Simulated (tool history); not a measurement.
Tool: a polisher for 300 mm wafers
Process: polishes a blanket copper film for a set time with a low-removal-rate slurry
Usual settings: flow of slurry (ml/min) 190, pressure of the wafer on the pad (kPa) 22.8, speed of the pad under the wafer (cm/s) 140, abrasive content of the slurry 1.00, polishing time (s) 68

run	day	flow of slurry (ml/min)	pressure of the wafer on the pad (kPa)	speed of the pad under the wafer (cm/s)	abrasive content of the slurry	polishing time (s)	incoming thickness of the incoming film, nm	film removed (nm)
1	0.000	190	22.8	140	1.00	80	1305.3	307.6
2	0.288	190	22.8	140	1.00	80	1312.6	303.6
3	0.946	140	22.8	140	1.20	68	1294.4	253.8
4	1.442	140	22.8	140	1.20	68	1307.4	256.1
5	1.829	165	22.8	140	1.00	68	1285.1	248.7
6	2.529	190	22.8	116	1.00	68	1292.8	208.6
# day 2.775: slurry blender recalibrated
7	3.092	190	22.8	116	1.00	68	1305.0	200.5
# day 3.642: worn pad replaced by a new one
8	3.662	190	22.8	116	1.00	68	1300.3	216.4
# day 3.792: slurry nozzle cleaned
9	4.008	190	22.8	140	1.00	68	1317.4	257.2
10	4.642	190	22.8	140	1.00	68	1273.5	253.2
11	4.900	190	22.8	126	1.00	85	1276.4	290.9
# day 5.117: head pressure recalibrated
12	5.350	220	20.0	140	1.00	47	1288.1	158.1
13	5.992	190	22.8	140	1.00	68	1296.4	248.4
14	6.600	190	29.6	140	1.10	68	1310.5	311.3
15	7.275	135	22.8	114	1.00	45	1295.6	123.8
# day 8.204: worn pad replaced by a new one
16	8.804	190	22.8	172	1.00	68	1323.1	309.2
17	9.096	145	22.8	140	0.75	68	1301.4	233.1
18	9.454	190	22.8	116	1.00	68	1285.3	215.8
19	9.962	190	22.8	126	1.00	85	1295.8	287.4
20	10.517	190	16.5	140	1.00	68	1319.6	192.4
21	11.138	155	18.6	152	1.00	47	1306.5	152.9
# day 11.508: slurry blender recalibrated
# day 11.658: slurry nozzle cleaned
# day 11.904: worn pad replaced by a new one
22	11.925	190	22.8	140	1.00	68	1309.2	256.0
23	12.217	190	22.8	140	0.80	68	1328.4	240.2
24	12.854	190	22.8	140	1.00	68	1307.4	256.8

Run 25 comes next. What will it give?
25	13.204	190	17.9	140	1.25	91	1299.5	?

Run 25 came out at film removed (nm) 295.7.
Take away the tool's hidden state, keep the run-to-run variation as it was, and the same run would have given film removed (nm) 304.5.
